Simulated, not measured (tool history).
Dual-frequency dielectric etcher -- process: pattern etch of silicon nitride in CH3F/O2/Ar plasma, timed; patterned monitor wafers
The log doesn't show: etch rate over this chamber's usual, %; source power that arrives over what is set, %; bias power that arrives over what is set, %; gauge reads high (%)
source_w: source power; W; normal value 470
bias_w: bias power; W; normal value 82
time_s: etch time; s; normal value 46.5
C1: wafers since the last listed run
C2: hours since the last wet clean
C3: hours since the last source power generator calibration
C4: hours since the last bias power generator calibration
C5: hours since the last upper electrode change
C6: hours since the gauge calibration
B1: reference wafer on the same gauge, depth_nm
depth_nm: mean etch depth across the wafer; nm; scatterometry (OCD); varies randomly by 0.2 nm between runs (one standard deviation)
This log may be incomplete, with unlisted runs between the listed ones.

run 1 hour=0 | source_w=470 bias_w=70 time_s=46.5 | C1=0 C2=647.8 C3=4493.5 C4=3651.2 C5=5088.7 C6=2394.3 | B1=31.31 | depth_nm=33.53
-- hour=30 upper electrode replaced
run 2 hour=72.8 | source_w=530 bias_w=82 time_s=46.5 | C1=571 C2=720.6 C3=4566.3 C4=3724 C5=42.8 C6=2467.1 | B1=31.28 | depth_nm=36.21
run 3 hour=127.8 | source_w=530 bias_w=82 time_s=46.5 | C1=643 C2=775.6 C3=4621.3 C4=3779 C5=97.8 C6=2522.1 | B1=31.34 | depth_nm=36.04
-- hour=157.8 wet clean of the chamber
run 4 hour=165.2 | source_w=530 bias_w=82 time_s=46.5 | C1=156 C2=7.4 C3=4658.7 C4=3816.4 C5=135.2 C6=2559.5 | B1=31.3 | depth_nm=35.28
run 5 hour=202.4 | source_w=430 bias_w=82 time_s=46.5 | C1=435 C2=44.6 C3=4695.9 C4=3853.6 C5=172.4 C6=2596.7 | B1=31.35 | depth_nm=33.57
-- hour=268.2 bias power generator calibrated
run 6 hour=279 | source_w=430 bias_w=82 time_s=46.5 | C1=850 C2=121.2 C3=4772.5 C4=10.8 C5=249 C6=2673.3 | B1=31.27 | depth_nm=33.39
run 7 hour=349.8 | source_w=470 bias_w=82 time_s=46.5 | C1=828 C2=192 C3=4843.3 C4=81.6 C5=319.8 C6=2744.1 | B1=31.28 | depth_nm=34.14
-- hour=369.8 source power generator calibrated
run 8 hour=414.5 | source_w=470 bias_w=82 time_s=46.5 | C1=710 C2=256.7 C3=44.7 C4=146.3 C5=384.5 C6=2808.8 | B1=31.25 | depth_nm=34.61
run 9 hour=518 | source_w=400 bias_w=82 time_s=37.5 | C1=1211 C2=360.2 C3=148.2 C4=249.8 C5=488 C6=2912.3 | B1=31.32 | depth_nm=26.53
run 10 hour=618.7 | source_w=470 bias_w=82 time_s=46.5 | C1=1179 C2=460.9 C3=248.9 C4=350.5 C5=588.7 C6=3013 | B1=31.35 | depth_nm=34.78
run 11 hour=717.5 | source_w=400 bias_w=94 time_s=55.5 | C1=1156 C2=559.7 C3=347.7 C4=449.3 C5=687.5 C6=3111.8 | B1=31.32 | depth_nm=41.2
-- hour=790.6 wet clean of the chamber
run 12 hour=791.1 | source_w=470 bias_w=90 time_s=50.5 | C1=580 C2=0.5 C3=421.3 C4=522.9 C5=761.1 C6=3185.4 | B1=31.29 | depth_nm=37.62
-- hour=914 gauge calibrated
run 13 hour=1068.5 | source_w=470 bias_w=82 time_s=46.5 | C1=3247 C2=277.9 C3=698.7 C4=800.3 C5=1038.5 C6=154.5 | B1=31.32 | depth_nm=34.56
run 14 hour=1107.1 | source_w=360 bias_w=82 time_s=57.5 | C1=451 C2=316.5 C3=737.3 C4=838.9 C5=1077.1 C6=193.1 | B1=31.32 | depth_nm=39.39
run 15 hour=1199.7 | source_w=470 bias_w=74 time_s=39.5 | C1=1084 C2=409.1 C3=829.9 C4=931.5 C5=1169.7 C6=285.7 | B1=31.3 | depth_nm=28.54
run 16 hour=1256.9 | source_w=510 bias_w=63 time_s=34 | C1=669 C2=466.3 C3=887.1 C4=988.7 C5=1226.9 C6=342.9 | B1=31.3 | depth_nm=24.66
run 17 hour=1306.8 | source_w=580 bias_w=82 time_s=37 | C1=584 C2=516.2 C3=937 C4=1038.6 C5=1276.8 C6=392.8 | B1=31.3 | depth_nm=29.46
-- hour=1424.4 wet clean of the chamber
run 18 hour=1424.9 | source_w=400 bias_w=96 time_s=46.5 | C1=1101 C2=0.5 C3=1055.1 C4=1156.7 C5=1394.9 C6=510.9 | B1=31.29 | depth_nm=33.91
run 19 hour=1484.5 | source_w=380 bias_w=82 time_s=40 | C1=697 C2=60.1 C3=1114.7 C4=1216.3 C5=1454.5 C6=570.5 | B1=31.28 | depth_nm=27.01
run 20 hour=1565.3 | source_w=390 bias_w=68 time_s=46.5 | C1=946 C2=140.9 C3=1195.5 C4=1297.1 C5=1535.3 C6=651.3 | B1=31.25 | depth_nm=30.83
run 21 hour=1626.4 | source_w=420 bias_w=93 time_s=35.5 | C1=715 C2=202 C3=1256.6 C4=1358.2 C5=1596.4 C6=712.4 | B1=31.3 | depth_nm=26.2
run 22 hour=1694.5 | source_w=470 bias_w=88 time_s=33.5 | C1=797 C2=270.1 C3=1324.7 C4=1426.3 C5=1664.5 C6=780.5 | B1=31.33 | depth_nm=25.21
run 23 hour=1747 | source_w=550 bias_w=67 time_s=32.5 | C1=614 C2=322.6 C3=1377.2 C4=1478.8 C5=1717 C6=833 | B1=31.29 | depth_nm=24
run 24 hour=1818.5 | source_w=470 bias_w=65 time_s=46.5 | C1=837 C2=394.1 C3=1448.7 C4=1550.3 C5=1788.5 C6=904.5 | B1=31.3 | depth_nm=32.37
run 25 hour=1897.6 | source_w=470 bias_w=91 time_s=46.5 | C1=926 C2=473.2 C3=1527.8 C4=1629.4 C5=1867.6 C6=983.6 | B1=31.27 | depth_nm=35.42
run 26 hour=1991.9 | source_w=410 bias_w=82 time_s=33.5 | C1=1104 C2=567.5 C3=1622.1 C4=1723.7 C5=1961.9 C6=1077.9 | B1=31.33 | depth_nm=23.84
run 27 hour=2049.9 | source_w=390 bias_w=62 time_s=53.5 | C1=679 C2=625.5 C3=1680.1 C4=1781.7 C5=2019.9 C6=1135.9 | B1=31.31 | depth_nm=35.64
run 28 hour=2161.7 | source_w=470 bias_w=70 time_s=46.5 | C1=1308 C2=737.3 C3=1791.9 C4=1893.5 C5=2131.7 C6=1247.7 | B1=31.29 | depth_nm=33.1
-- hour=2220.2 wet clean of the chamber
run 29 hour=2263.4 | source_w=470 bias_w=88 time_s=33.5 | C1=909 C2=43.2 C3=1893.6 C4=1995.2 C5=2233.4 C6=1349.4 | B1=31.31 | depth_nm=24.96
run 30 hour=2584.6 | source_w=520 bias_w=67 time_s=57.5 | C1=3760 C2=364.4 C3=2214.8 C4=2316.4 C5=2554.6 C6=1670.6 | B1=31.27 | depth_nm=41.46

Some steps in depth_nm, run to run, broken into two amounts with sign: the step expected even without the hidden condition (settings, incoming material, random variation), and the rest, left for the hidden condition together with whatever gauge scatter is not in both the measured and the hidden-condition-free result:
Run 3 -> 4: wet clean of the chamber. depth_nm -0.76 nm: hidden state -1, all else +0.24.
Run 11 -> 12: source_w 400 -> 470, bias_w 94 -> 90, time_s 55.5 -> 50.5, wet clean of the chamber. depth_nm -3.58 nm: hidden state -1.08, all else -2.5.
Run 25 -> 26: source_w 470 -> 410, bias_w 91 -> 82, time_s 46.5 -> 33.5. depth_nm -11.58 nm: hidden state -0.09, all else -11.49.
Run 26 -> 27: source_w 410 -> 390, bias_w 82 -> 62, time_s 33.5 -> 53.5. depth_nm +11.8 nm: hidden state +0.3, all else +11.5.
Run 28 -> 29: bias_w 70 -> 88, time_s 46.5 -> 33.5, wet clean of the chamber. depth_nm -8.14 nm: hidden state -0.83, all else -7.31.
Run 29 -> 30: source_w 470 -> 520, bias_w 88 -> 67, time_s 33.5 -> 57.5. depth_nm +16.5 nm: hidden state +0.54, all else +15.96.
